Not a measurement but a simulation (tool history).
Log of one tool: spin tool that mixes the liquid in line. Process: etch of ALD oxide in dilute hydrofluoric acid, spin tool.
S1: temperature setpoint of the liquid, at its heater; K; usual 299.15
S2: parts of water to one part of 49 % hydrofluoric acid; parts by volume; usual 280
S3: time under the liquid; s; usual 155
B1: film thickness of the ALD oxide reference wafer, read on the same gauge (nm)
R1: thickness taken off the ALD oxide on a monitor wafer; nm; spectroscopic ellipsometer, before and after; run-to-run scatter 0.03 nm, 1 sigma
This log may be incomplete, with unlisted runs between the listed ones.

| run | day | S1 | S2 | S3 | B1 | R1 |
|---|---|---|---|---|---|---|
| 1 | 0 | 299.15 | 280 | 155 | 120.007 | 4.871 |
| 2 | 1.196 | 299.15 | 280 | 155 | 120.028 | 4.954 |
| 3 | 3.162 | 299.15 | 280 | 180 | 119.97 | 5.723 |
| 4 | 5.7 | 299.15 | 190 | 200 | 120.067 | 10.37 |
| 5 | 8.658 | 299.15 | 190 | 200 | 120.031 | 10.385 |
| 6 | 11.083 | 299.15 | 190 | 200 | 119.944 | 10.462 |
| 7 | 12.183 | 300.65 | 280 | 190 | 119.981 | 6.446 |
| 8 | 13.796 | 300.65 | 280 | 190 | 120.024 | 6.427 |
| 9 | 14.933 | 300.65 | 280 | 190 | 119.996 | 6.39 |
| 10 | 16.546 | 299.15 | 280 | 155 | 119.994 | 4.946 |
| 11 | 18.671 | 299.15 | 280 | 155 | 120.012 | 4.94 |
| 12 | 20.017 | 299.15 | 280 | 155 | 120.004 | 4.921 |
|  | 20.488 | gauge calibrated |
|  | 21.721 | thermometer replaced |
| 13 | 23.279 | 294.65 | 280 | 115 | 119.981 | 3.122 |
|  | 24.204 | hydrofluoric acid flow meter replaced |
| 14 | 24.912 | 299.15 | 280 | 230 | 120.051 | 7.389 |
| 15 | 26.058 | 296.65 | 355 | 80 | 119.997 | 1.701 |

Run 16 is up next; what results do you expect?
| 16 | 28.7 | 299.15 | 280 | 155 | ? | ? |

B1: 120.008
R1: 4.93 nm
The same run, on a tool lacking any hidden state, would have yielded R1 4.93 nm.
